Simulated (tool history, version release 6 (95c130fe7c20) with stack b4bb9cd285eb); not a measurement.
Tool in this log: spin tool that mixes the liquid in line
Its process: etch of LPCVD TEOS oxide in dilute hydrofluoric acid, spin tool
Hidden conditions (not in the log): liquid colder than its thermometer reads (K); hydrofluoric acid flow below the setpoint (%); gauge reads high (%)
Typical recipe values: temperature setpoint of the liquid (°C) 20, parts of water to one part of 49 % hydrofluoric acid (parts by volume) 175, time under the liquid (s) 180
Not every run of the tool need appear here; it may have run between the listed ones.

| run | hour | temperature setpoint of the liquid (°C) | parts of water to one part of 49 % hydrofluoric acid (parts by volume) | time under the liquid (s) | wafers since the last listed run | hours since the thermometer was replaced | hours since the hydrofluoric acid flow meter was replaced | hours since the gauge calibration | read-back film thickness of the LPCVD TEOS oxide reference wafer, read on the same gauge (nm) | thickness taken off the LPCVD TEOS oxide on a monitor wafer (angstrom) |
|---|---|---|---|---|---|---|---|---|---|---|
| 1 | 0 | 20 | 175 | 180 | 0 | 2640.6 | 388.6 | 247.8 | 60.05 | 202.8 |
| 2 | 10.7 | 20 | 175 | 180 | 92 | 2651.3 | 399.3 | 258.5 | 60.01 | 200.8 |
| 3 | 56.3 | 20 | 175 | 180 | 392 | 2696.9 | 444.9 | 304.1 | 60.03 | 200.7 |
| 4 | 68.1 | 20 | 225 | 180 | 101 | 2708.7 | 456.7 | 315.9 | 59.97 | 147 |
| 5 | 81.4 | 20 | 225 | 180 | 114 | 2722 | 470 | 329.2 | 60.01 | 147.2 |
| 6 | 95.5 | 20 | 175 | 180 | 121 | 2736.1 | 484.1 | 343.3 | 60 | 199.1 |
|  | 104.8 | thermometer replaced |
|  | 109.4 | gauge calibrated |
| 7 | 109.8 | 20 | 175 | 180 | 114 | 5 | 498.4 | 0.4 | 60.03 | 199.7 |
| 8 | 116.8 | 20 | 175 | 240 | 60 | 12 | 505.4 | 7.4 | 60.01 | 262.1 |
| 9 | 128.2 | 20 | 155 | 180 | 98 | 23.4 | 516.8 | 18.8 | 59.95 | 227.3 |
| 10 | 145.5 | 20 | 155 | 180 | 149 | 40.7 | 534.1 | 36.1 | 59.99 | 228.1 |
| 11 | 156.3 | 20 | 175 | 180 | 93 | 51.5 | 544.9 | 46.9 | 60.02 | 197 |
|  | 161.8 | hydrofluoric acid flow meter replaced |
| 12 | 170.6 | 20 | 175 | 180 | 114 | 65.8 | 8.8 | 61.2 | 60 | 220.9 |
| 13 | 180.7 | 20 | 175 | 180 | 87 | 75.9 | 18.9 | 71.3 | 59.99 | 222.6 |
| 14 | 190.4 | 20 | 175 | 220 | 83 | 85.6 | 28.6 | 81 | 59.99 | 268.6 |
| 15 | 199.4 | 18.5 | 150 | 180 | 77 | 94.6 | 37.6 | 90 | 59.98 | 251.7 |
| 16 | 213.9 | 20 | 240 | 180 | 124 | 109.1 | 52.1 | 104.5 | 60.01 | 150.7 |
| 17 | 220 | 20 | 240 | 180 | 52 | 115.2 | 58.2 | 110.6 | 60.02 | 151.1 |
| 18 | 235.5 | 24 | 175 | 95 | 133 | 130.7 | 73.7 | 126.1 | 59.98 | 135 |
| 19 | 247.3 | 22 | 140 | 180 | 101 | 142.5 | 85.5 | 137.9 | 59.98 | 309.6 |
| 20 | 253.9 | 18.5 | 120 | 180 | 56 | 149.1 | 92.1 | 144.5 | 60 | 317.8 |
| 21 | 267.9 | 23.5 | 175 | 230 | 120 | 163.1 | 106.1 | 158.5 | 59.98 | 321.7 |
| 22 | 276.3 | 20 | 175 | 90 | 72 | 171.5 | 114.5 | 166.9 | 59.99 | 110 |
| 23 | 285.8 | 20 | 175 | 180 | 81 | 181 | 124 | 176.4 | 60 | 219.2 |
| 24 | 292.7 | 18 | 175 | 180 | 59 | 187.9 | 130.9 | 183.3 | 59.98 | 201.7 |
| 25 | 306.4 | 20 | 225 | 180 | 118 | 201.6 | 144.6 | 197 | 60 | 161.4 |
| 26 | 320.4 | 20 | 120 | 245 | 120 | 215.6 | 158.6 | 211 | 59.99 | 458.7 |
| 27 | 327 | 23 | 175 | 180 | 56 | 222.2 | 165.2 | 217.6 | 59.99 | 244.6 |
| 28 | 337.3 | 20 | 115 | 110 | 88 | 232.5 | 175.5 | 227.9 | 60 | 214.9 |

Entry by entry between the runs, the difference in hidden state between the last listed run before and the first listed run after:
Runs 6 to 7: thermometer replaced (hour 104.8); gauge calibrated (hour 109.4)
  hydrofluoric acid flow below the setpoint (%): 9.3 -> 9.51
  measured result minus the result with no hidden state, thickness taken off the LPCVD TEOS oxide on a monitor wafer (angstrom): -24.4 -> -25.1
Runs 11 to 12: hydrofluoric acid flow meter replaced (hour 161.8)
  hydrofluoric acid flow below the setpoint (%): 10.2 -> 0.2
  measured result minus the result with no hidden state, thickness taken off the LPCVD TEOS oxide on a monitor wafer (angstrom): -26.8 -> -0.5
